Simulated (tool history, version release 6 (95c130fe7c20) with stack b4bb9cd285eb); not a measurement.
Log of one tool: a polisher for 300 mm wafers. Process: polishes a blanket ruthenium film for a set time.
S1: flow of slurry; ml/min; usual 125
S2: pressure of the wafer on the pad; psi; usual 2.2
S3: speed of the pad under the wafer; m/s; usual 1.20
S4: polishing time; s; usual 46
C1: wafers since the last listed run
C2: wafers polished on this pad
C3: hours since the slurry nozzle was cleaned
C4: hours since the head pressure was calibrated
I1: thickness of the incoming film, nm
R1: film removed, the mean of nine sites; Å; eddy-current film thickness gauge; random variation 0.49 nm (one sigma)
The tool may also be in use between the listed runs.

run	hour	S1	S2	S3	S4	C1	C2	C3	C4	I1	R1
1	0.0	125	2.2	1.20	46	0	1609	336.4	792.5	374.3	771
2	22.7	125	2.2	1.20	46	197	1807	359.1	815.2	371.5	779
3	36.6	125	2.2	1.20	46	121	1928	373.0	829.1	362.7	765
# hour 41.3: worn pad replaced by a new one
4	52.7	125	2.2	1.40	46	105	99	389.1	845.2	374.6	924
5	73.4	125	2.6	1.20	46	180	279	409.8	865.9	371.7	895
6	91.5	125	2.6	1.20	46	157	437	427.9	884.0	371.5	889
7	112.2	125	2.6	1.20	46	180	618	448.6	904.7	376.6	886
8	135.8	125	2.2	1.20	52	205	823	472.2	928.3	369.2	892
9	167.6	125	2.2	1.20	46	277	1100	504.0	960.1	369.3	787
10	201.6	125	2.8	1.20	46	296	1397	538.0	994.1	371.3	934
11	228.6	125	2.8	1.20	46	235	1632	565.0	1021.1	374.0	929
# hour 258.7: worn pad replaced by a new one
# hour 266.5: slurry nozzle cleaned
12	270.2	125	2.8	1.20	46	319	91	3.7	1062.7	374.5	949
13	301.3	170	2.6	1.20	46	271	362	34.8	1093.8	374.4	936
14	325.0	125	1.4	1.20	46	206	568	58.5	1117.5	371.0	583
15	346.0	160	2.2	1.38	46	183	751	79.5	1138.5	371.2	953
16	359.1	165	2.2	1.40	53	114	866	92.6	1151.6	370.1	1119
17	374.9	150	2.5	1.20	36	137	1003	108.4	1167.4	363.5	693
# hour 395.4: head pressure recalibrated
18	471.2	140	2.9	1.20	46	821	1825	204.7	75.8	372.9	978
19	488.2	125	2.2	1.20	46	148	1974	221.7	92.8	368.0	762
# hour 513.1: worn pad replaced by a new one
20	516.2	125	1.9	1.06	46	209	27	249.7	120.8	371.0	631
21	546.0	110	1.9	1.34	59	259	286	279.5	150.6	367.9	1005
22	573.9	100	1.5	1.20	38	243	530	307.4	178.5	371.5	481
23	593.8	125	2.7	1.20	31	173	703	327.3	198.4	362.3	618
24	613.4	125	2.2	1.20	31	170	874	346.9	218.0	366.3	534
25	626.5	170	2.5	1.54	39	114	988	360.0	231.1	369.9	984
26	650.8	125	2.2	1.20	46	211	1200	384.3	255.4	371.0	789
27	667.3	110	2.8	1.20	32	143	1344	400.8	271.9	375.6	634
28	680.3	125	2.2	1.20	46	113	1457	413.8	284.9	366.8	783
29	704.0	145	2.6	1.20	53	206	1664	437.5	308.6	374.8	1029
30	736.8	125	2.2	0.98	46	285	1950	470.3	341.4	371.0	633
31	771.5	165	2.7	1.20	46	302	2252	505.0	376.1	366.9	920
32	784.5	145	2.2	1.20	46	113	2365	518.0	389.1	365.9	788
# hour 793.8: worn pad replaced by a new one
# hour 813.9: slurry nozzle cleaned
33	819.0	125	2.2	1.20	46	257	210	5.1	423.6	373.2	798
34	836.4	170	2.2	1.20	46	151	362	22.5	441.0	367.9	835
35	862.7	125	2.2	1.20	46	229	591	48.8	467.3	374.5	794

Forecast run 36:
36	878.2	125	1.7	0.84	46	135	726	64.3	482.8	368.5	?

{"run 36": {"R1": 462}}
Without the tool's hidden state the same run would have given R1 464 Å.
